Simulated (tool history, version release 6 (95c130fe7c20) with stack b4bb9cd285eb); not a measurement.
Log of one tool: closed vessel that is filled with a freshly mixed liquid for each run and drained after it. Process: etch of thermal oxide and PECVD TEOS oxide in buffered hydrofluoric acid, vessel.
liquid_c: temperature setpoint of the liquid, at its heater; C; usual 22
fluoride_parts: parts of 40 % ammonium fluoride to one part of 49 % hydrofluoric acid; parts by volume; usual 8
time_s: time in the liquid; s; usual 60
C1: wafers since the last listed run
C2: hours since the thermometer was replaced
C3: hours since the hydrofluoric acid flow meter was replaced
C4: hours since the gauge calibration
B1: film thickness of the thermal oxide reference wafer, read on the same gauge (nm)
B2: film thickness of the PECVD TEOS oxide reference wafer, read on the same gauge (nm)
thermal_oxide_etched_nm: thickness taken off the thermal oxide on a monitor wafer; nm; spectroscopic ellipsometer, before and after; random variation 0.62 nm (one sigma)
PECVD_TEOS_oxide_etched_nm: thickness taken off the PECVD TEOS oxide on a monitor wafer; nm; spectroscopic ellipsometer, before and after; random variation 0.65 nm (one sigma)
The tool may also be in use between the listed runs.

run 1 hour=0 | liquid_c=22 fluoride_parts=6.5 time_s=60 | C1=0 C2=1084.2 C3=304.8 C4=742.1 | B1=90.02 B2=119.98 | thermal_oxide_etched_nm=88.35 PECVD_TEOS_oxide_etched_nm=171.09
run 2 hour=46.7 | liquid_c=22 fluoride_parts=8 time_s=60 | C1=3568 C2=1130.9 C3=351.5 C4=788.8 | B1=90.02 B2=119.99 | thermal_oxide_etched_nm=71.87 PECVD_TEOS_oxide_etched_nm=138.99
run 3 hour=95.9 | liquid_c=22 fluoride_parts=8 time_s=60 | C1=3759 C2=1180.1 C3=400.7 C4=838 | B1=90.02 B2=120.04 | thermal_oxide_etched_nm=70.7 PECVD_TEOS_oxide_etched_nm=138.06
run 4 hour=125.1 | liquid_c=25 fluoride_parts=9.5 time_s=60 | C1=2231 C2=1209.3 C3=429.9 C4=867.2 | B1=89.97 B2=119.96 | thermal_oxide_etched_nm=70.77 PECVD_TEOS_oxide_etched_nm=138.43
-- hour=251.5 gauge calibrated
run 5 hour=293.2 | liquid_c=22 fluoride_parts=5.5 time_s=75 | C1=12845 C2=1377.4 C3=598 C4=41.7 | B1=90 B2=120.03 | thermal_oxide_etched_nm=127.44 PECVD_TEOS_oxide_etched_nm=244.76
run 6 hour=341.2 | liquid_c=22 fluoride_parts=8 time_s=60 | C1=3667 C2=1425.4 C3=646 C4=89.7 | B1=90 B2=120 | thermal_oxide_etched_nm=72.13 PECVD_TEOS_oxide_etched_nm=138.12
-- hour=359.7 hydrofluoric acid flow meter replaced
-- hour=371 thermometer replaced
run 7 hour=392.8 | liquid_c=22 fluoride_parts=8 time_s=45 | C1=3790 C2=21.8 C3=33.1 C4=141.3 | B1=89.99 B2=120.03 | thermal_oxide_etched_nm=50.8 PECVD_TEOS_oxide_etched_nm=99.49
run 8 hour=448 | liquid_c=22 fluoride_parts=8 time_s=45 | C1=4218 C2=77 C3=88.3 C4=196.5 | B1=90.04 B2=120 | thermal_oxide_etched_nm=50.61 PECVD_TEOS_oxide_etched_nm=99.84
run 9 hour=486 | liquid_c=22 fluoride_parts=8 time_s=45 | C1=2903 C2=115 C3=126.3 C4=234.5 | B1=89.99 B2=120.05 | thermal_oxide_etched_nm=50.9 PECVD_TEOS_oxide_etched_nm=99.19
run 10 hour=522.9 | liquid_c=24.5 fluoride_parts=6.5 time_s=60 | C1=2819 C2=151.9 C3=163.2 C4=271.4 | B1=89.98 B2=120 | thermal_oxide_etched_nm=95.47 PECVD_TEOS_oxide_etched_nm=186.39
run 11 hour=568.1 | liquid_c=22 fluoride_parts=10 time_s=75 | C1=3453 C2=197.1 C3=208.4 C4=316.6 | B1=89.99 B2=120.01 | thermal_oxide_etched_nm=68.89 PECVD_TEOS_oxide_etched_nm=135.33
run 12 hour=608.1 | liquid_c=22 fluoride_parts=6.5 time_s=30 | C1=3056 C2=237.1 C3=248.4 C4=356.6 | B1=89.99 B2=120.01 | thermal_oxide_etched_nm=41.57 PECVD_TEOS_oxide_etched_nm=81.03
run 13 hour=633.7 | liquid_c=20.5 fluoride_parts=11 time_s=40 | C1=1956 C2=262.7 C3=274 C4=382.2 | B1=90.01 B2=120.01 | thermal_oxide_etched_nm=30.77 PECVD_TEOS_oxide_etched_nm=60.45
run 14 hour=691.7 | liquid_c=17 fluoride_parts=8 time_s=90 | C1=4432 C2=320.7 C3=332 C4=440.2 | B1=90.03 B2=119.99 | thermal_oxide_etched_nm=75.89 PECVD_TEOS_oxide_etched_nm=148.53
-- hour=712.4 thermometer replaced, repeated, since the last time left the tool worse
run 15 hour=725.2 | liquid_c=22 fluoride_parts=8 time_s=85 | C1=2483 C2=12.8 C3=365.5 C4=473.7 | B1=90 B2=119.99 | thermal_oxide_etched_nm=102.72 PECVD_TEOS_oxide_etched_nm=202.28
run 16 hour=796.5 | liquid_c=24 fluoride_parts=9 time_s=60 | C1=5448 C2=84.1 C3=436.8 C4=545 | B1=89.98 B2=119.96 | thermal_oxide_etched_nm=72.55 PECVD_TEOS_oxide_etched_nm=139.7
run 17 hour=941.3 | liquid_c=24.5 fluoride_parts=7 time_s=60 | C1=11064 C2=228.9 C3=581.6 C4=689.8 | B1=90.01 B2=120.03 | thermal_oxide_etched_nm=95.97 PECVD_TEOS_oxide_etched_nm=187.6
run 18 hour=975.2 | liquid_c=17.5 fluoride_parts=6.5 time_s=60 | C1=2590 C2=262.8 C3=615.5 C4=723.7 | B1=90.01 B2=119.97 | thermal_oxide_etched_nm=69.42 PECVD_TEOS_oxide_etched_nm=135.26
-- hour=1007.9 gauge calibrated
run 19 hour=1034.4 | liquid_c=22 fluoride_parts=6.5 time_s=60 | C1=4523 C2=322 C3=674.7 C4=26.5 | B1=90 B2=120.01 | thermal_oxide_etched_nm=90.76 PECVD_TEOS_oxide_etched_nm=174.84
run 20 hour=1074.4 | liquid_c=17 fluoride_parts=10 time_s=85 | C1=3056 C2=362 C3=714.7 C4=66.5 | B1=89.98 B2=119.97 | thermal_oxide_etched_nm=63.57 PECVD_TEOS_oxide_etched_nm=124.89
run 21 hour=1123.5 | liquid_c=22 fluoride_parts=6.5 time_s=60 | C1=3751 C2=411.1 C3=763.8 C4=115.6 | B1=90.03 B2=120.02 | thermal_oxide_etched_nm=89.32 PECVD_TEOS_oxide_etched_nm=172.43
run 22 hour=1184.3 | liquid_c=22 fluoride_parts=8 time_s=60 | C1=4646 C2=471.9 C3=824.6 C4=176.4 | B1=89.99 B2=120 | thermal_oxide_etched_nm=72.26 PECVD_TEOS_oxide_etched_nm=140.77
-- hour=1193 hydrofluoric acid flow meter replaced
run 23 hour=1219 | liquid_c=22 fluoride_parts=8 time_s=60 | C1=2575 C2=506.6 C3=26 C4=211.1 | B1=89.98 B2=120.04 | thermal_oxide_etched_nm=72.11 PECVD_TEOS_oxide_etched_nm=140.58
run 24 hour=1282.2 | liquid_c=22 fluoride_parts=8 time_s=60 | C1=4829 C2=569.8 C3=89.2 C4=274.3 | B1=90 B2=120.04 | thermal_oxide_etched_nm=72.31 PECVD_TEOS_oxide_etched_nm=140.25
run 25 hour=1333.1 | liquid_c=22 fluoride_parts=8 time_s=60 | C1=3889 C2=620.7 C3=140.1 C4=325.2 | B1=89.99 B2=120 | thermal_oxide_etched_nm=72.56 PECVD_TEOS_oxide_etched_nm=139.53

Hidden state or all else? Some run-to-run changes of thermal_oxide_etched_nm, split into what the settings, what came in and random variation would give without the hidden state, and what is left for the hidden state (with any gauge scatter that isn't in both results):
The hidden state here: liquid colder than its thermometer reads (K); hydrofluoric acid flow below the setpoint (%); gauge reads high (%).
Run 4 -> 5: liquid_c 25 -> 22, fluoride_parts 9.5 -> 5.5, time_s 60 -> 75, gauge calibrated. thermal_oxide_etched_nm +56.67 nm: hidden state -2.51, all else +59.18.
Run 5 -> 6: fluoride_parts 5.5 -> 8, time_s 75 -> 60. thermal_oxide_etched_nm -55.31 nm: hidden state +2.01, all else -57.32.
Run 13 -> 14: liquid_c 20.5 -> 17, fluoride_parts 11 -> 8, time_s 40 -> 90. thermal_oxide_etched_nm +45.12 nm: hidden state -4.22, all else +49.34.
Run 14 -> 15: liquid_c 17 -> 22, time_s 90 -> 85, thermometer replaced, repeated, since the last time left the tool worse. thermal_oxide_etched_nm +26.83 nm: hidden state +6.58, all else +20.25.
